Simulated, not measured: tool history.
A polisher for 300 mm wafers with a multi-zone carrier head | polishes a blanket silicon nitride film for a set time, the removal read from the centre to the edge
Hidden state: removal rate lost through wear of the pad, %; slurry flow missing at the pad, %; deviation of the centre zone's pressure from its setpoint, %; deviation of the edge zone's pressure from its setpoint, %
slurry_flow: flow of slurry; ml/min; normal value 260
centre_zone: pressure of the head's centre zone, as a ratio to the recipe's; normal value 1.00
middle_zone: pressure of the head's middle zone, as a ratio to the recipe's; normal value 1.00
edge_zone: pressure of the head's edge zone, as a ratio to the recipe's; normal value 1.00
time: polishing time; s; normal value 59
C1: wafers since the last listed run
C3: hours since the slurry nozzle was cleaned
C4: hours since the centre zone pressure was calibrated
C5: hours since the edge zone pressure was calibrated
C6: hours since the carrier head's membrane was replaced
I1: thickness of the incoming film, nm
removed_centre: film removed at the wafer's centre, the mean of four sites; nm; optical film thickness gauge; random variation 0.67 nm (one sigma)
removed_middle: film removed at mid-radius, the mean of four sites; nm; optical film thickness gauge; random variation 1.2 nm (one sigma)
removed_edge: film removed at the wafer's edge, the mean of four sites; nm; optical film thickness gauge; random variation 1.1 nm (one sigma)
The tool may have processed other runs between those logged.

run 1 day=0.000 | slurry_flow=260 centre_zone=1.00 middle_zone=1.07 edge_zone=1.00 time=59 | C1=0 wafers_polished_on_this_pad=1662 C3=49.6 C4=854.6 C5=1120.0 C6=1298.1 | I1=775.0 | removed_centre=80.9 removed_middle=83.2 removed_edge=78.1
-- day=1.088 edge zone pressure recalibrated
-- day=1.804 carrier head's membrane replaced by a new one
run 2 day=1.821 | slurry_flow=260 centre_zone=1.00 middle_zone=1.00 edge_zone=1.00 time=59 | C1=289 wafers_polished_on_this_pad=1951 C3=93.3 C4=898.3 C5=17.6 C6=0.4 | I1=784.3 | removed_centre=80.3 removed_middle=77.9 removed_edge=78.3
-- day=3.671 centre zone pressure recalibrated
run 3 day=4.754 | slurry_flow=260 centre_zone=1.00 middle_zone=1.00 edge_zone=1.00 time=59 | C1=538 wafers_polished_on_this_pad=2490 C3=163.7 C4=26.0 C5=88.0 C6=70.8 | I1=796.3 | removed_centre=77.1 removed_middle=77.8 removed_edge=78.0
-- day=5.888 worn pad replaced by a new one
run 4 day=6.079 | slurry_flow=260 centre_zone=1.00 middle_zone=1.00 edge_zone=1.00 time=59 | C1=219 wafers_polished_on_this_pad=36 C3=195.5 C4=57.8 C5=119.8 C6=102.6 | I1=794.4 | removed_centre=83.6 removed_middle=84.7 removed_edge=84.7
run 5 day=7.775 | slurry_flow=260 centre_zone=1.00 middle_zone=1.00 edge_zone=1.00 time=59 | C1=320 wafers_polished_on_this_pad=356 C3=236.2 C4=98.5 C5=160.5 C6=143.3 | I1=775.7 | removed_centre=81.9 removed_middle=82.4 removed_edge=84.2
run 6 day=9.912 | slurry_flow=260 centre_zone=1.00 middle_zone=1.00 edge_zone=1.00 time=59 | C1=404 wafers_polished_on_this_pad=761 C3=287.5 C4=149.8 C5=211.8 C6=194.6 | I1=781.6 | removed_centre=80.3 removed_middle=79.5 removed_edge=80.0
run 7 day=11.917 | slurry_flow=200 centre_zone=1.00 middle_zone=1.00 edge_zone=1.00 time=59 | C1=378 wafers_polished_on_this_pad=1139 C3=335.6 C4=197.9 C5=259.9 C6=242.7 | I1=788.4 | removed_centre=77.8 removed_middle=78.0 removed_edge=78.2
run 8 day=13.558 | slurry_flow=260 centre_zone=0.92 middle_zone=1.00 edge_zone=1.00 time=43 | C1=310 wafers_polished_on_this_pad=1450 C3=375.0 C4=237.3 C5=299.3 C6=282.1 | I1=797.4 | removed_centre=53.2 removed_middle=58.3 removed_edge=58.6
run 9 day=16.375 | slurry_flow=260 centre_zone=0.92 middle_zone=1.00 edge_zone=1.00 time=59 | C1=532 wafers_polished_on_this_pad=1982 C3=442.6 C4=304.9 C5=366.9 C6=349.7 | I1=788.8 | removed_centre=72.7 removed_middle=77.7 removed_edge=78.8
run 10 day=18.575 | slurry_flow=260 centre_zone=1.00 middle_zone=1.00 edge_zone=1.00 time=59 | C1=415 wafers_polished_on_this_pad=2398 C3=495.4 C4=357.7 C5=419.7 C6=402.5 | I1=791.1 | removed_centre=79.4 removed_middle=77.6 removed_edge=81.0
run 11 day=20.329 | slurry_flow=260 centre_zone=1.00 middle_zone=1.00 edge_zone=1.00 time=59 | C1=331 wafers_polished_on_this_pad=2730 C3=537.5 C4=399.8 C5=461.8 C6=444.6 | I1=790.5 | removed_centre=78.5 removed_middle=79.8 removed_edge=79.0
-- day=20.933 worn pad replaced by a new one
run 12 day=22.650 | slurry_flow=185 centre_zone=1.00 middle_zone=1.00 edge_zone=1.00 time=59 | C1=407 wafers_polished_on_this_pad=324 C3=593.2 C4=455.5 C5=517.5 C6=500.3 | I1=788.1 | removed_centre=80.1 removed_middle=78.9 removed_edge=80.6
-- day=23.825 slurry nozzle cleaned
run 13 day=24.800 | slurry_flow=260 centre_zone=1.05 middle_zone=1.00 edge_zone=1.00 time=49 | C1=398 wafers_polished_on_this_pad=723 C3=23.4 C4=507.1 C5=569.1 C6=551.9 | I1=799.3 | removed_centre=70.1 removed_middle=67.7 removed_edge=66.8
run 14 day=27.525 | slurry_flow=260 centre_zone=1.00 middle_zone=1.00 edge_zone=1.00 time=59 | C1=515 wafers_polished_on_this_pad=1238 C3=88.8 C4=572.5 C5=634.5 C6=617.3 | I1=787.2 | removed_centre=81.9 removed_middle=81.3 removed_edge=80.1
run 15 day=29.688 | slurry_flow=260 centre_zone=1.11 middle_zone=0.93 edge_zone=1.00 time=59 | C1=408 wafers_polished_on_this_pad=1647 C3=140.7 C4=624.4 C5=686.4 C6=669.2 | I1=796.7 | removed_centre=91.2 removed_middle=74.1 removed_edge=80.5
run 16 day=31.525 | slurry_flow=260 centre_zone=1.00 middle_zone=1.00 edge_zone=0.97 time=59 | C1=347 wafers_polished_on_this_pad=1995 C3=184.8 C4=668.5 C5=730.5 C6=713.3 | I1=788.9 | removed_centre=80.4 removed_middle=79.2 removed_edge=80.5
run 17 day=33.304 | slurry_flow=260 centre_zone=0.94 middle_zone=1.00 edge_zone=1.00 time=59 | C1=336 wafers_polished_on_this_pad=2331 C3=227.5 C4=711.2 C5=773.2 C6=756.0 | I1=795.2 | removed_centre=76.9 removed_middle=76.8 removed_edge=80.8
-- day=33.621 worn pad replaced by a new one
run 18 day=35.571 | slurry_flow=260 centre_zone=1.00 middle_zone=1.00 edge_zone=1.07 time=59 | C1=397 wafers_polished_on_this_pad=368 C3=281.9 C4=765.6 C5=827.6 C6=810.4 | I1=804.0 | removed_centre=86.7 removed_middle=81.6 removed_edge=86.1
run 19 day=38.183 | slurry_flow=260 centre_zone=1.00 middle_zone=1.00 edge_zone=1.00 time=66 | C1=493 wafers_polished_on_this_pad=862 C3=344.6 C4=828.3 C5=890.3 C6=873.1 | I1=789.0 | removed_centre=95.0 removed_middle=91.0 removed_edge=92.6
run 20 day=43.012 | slurry_flow=260 centre_zone=1.12 middle_zone=0.97 edge_zone=1.11 time=65 | C1=913 wafers_polished_on_this_pad=1775 C3=460.5 C4=944.2 C5=1006.2 C6=989.0 | I1=791.7 | removed_centre=101.8 removed_middle=83.0 removed_edge=91.8
run 21 day=44.321 | slurry_flow=260 centre_zone=1.00 middle_zone=0.93 edge_zone=1.00 time=59 | C1=247 wafers_polished_on_this_pad=2022 C3=491.9 C4=975.6 C5=1037.6 C6=1020.4 | I1=792.7 | removed_centre=83.9 removed_middle=74.4 removed_edge=79.7
-- day=44.658 centre zone pressure recalibrated
run 22 day=46.325 | slurry_flow=300 centre_zone=1.00 middle_zone=0.96 edge_zone=1.00 time=59 | C1=363 wafers_polished_on_this_pad=2386 C3=540.0 C4=40.0 C5=1085.7 C6=1068.5 | I1=805.6 | removed_centre=80.3 removed_middle=76.2 removed_edge=79.5

Alternative continuations, all from the tool just after run 22; predict every row:
run A day=46.342 | slurry_flow=260 centre_zone=1.00 middle_zone=1.00 edge_zone=1.00 time=39 | C1=3 wafers_polished_on_this_pad=2389 C3=540.4 C4=40.4 C5=1086.1 C6=1068.9 | I1=794.0 | removed_centre=? removed_middle=? removed_edge=?
run B day=46.342 | slurry_flow=235 centre_zone=1.00 middle_zone=0.96 edge_zone=1.07 time=68 | C1=3 wafers_polished_on_this_pad=2389 C3=540.4 C4=40.4 C5=1086.1 C6=1068.9 | I1=794.0 | removed_centre=? removed_middle=? removed_edge=?
run C day=46.342 | slurry_flow=260 centre_zone=1.04 middle_zone=1.00 edge_zone=1.09 time=59 | C1=3 wafers_polished_on_this_pad=2389 C3=540.4 C4=40.4 C5=1086.1 C6=1068.9 | I1=794.0 | removed_centre=? removed_middle=? removed_edge=?
run D day=46.342 | slurry_flow=225 centre_zone=1.07 middle_zone=1.00 edge_zone=1.00 time=39 | C1=3 wafers_polished_on_this_pad=2389 C3=540.4 C4=40.4 C5=1086.1 C6=1068.9 | I1=794.0 | removed_centre=? removed_middle=? removed_edge=?

run=A removed_centre=52.1 removed_middle=52.3 removed_edge=53.0
run=B removed_centre=89.7 removed_middle=87.2 removed_edge=94.9
run=C removed_centre=81.9 removed_middle=79.2 removed_edge=83.7
run=D removed_centre=54.8 removed_middle=51.5 removed_edge=52.4
What these runs would have given with no unlogged condition in the tool:
run=A removed_centre=55.7 removed_middle=56.4 removed_edge=57.1
run=B removed_centre=95.9 removed_middle=93.9 removed_edge=102.2
run=C removed_centre=87.7 removed_middle=85.3 removed_edge=90.1
run=D removed_centre=58.6 removed_middle=55.5 removed_edge=56.4
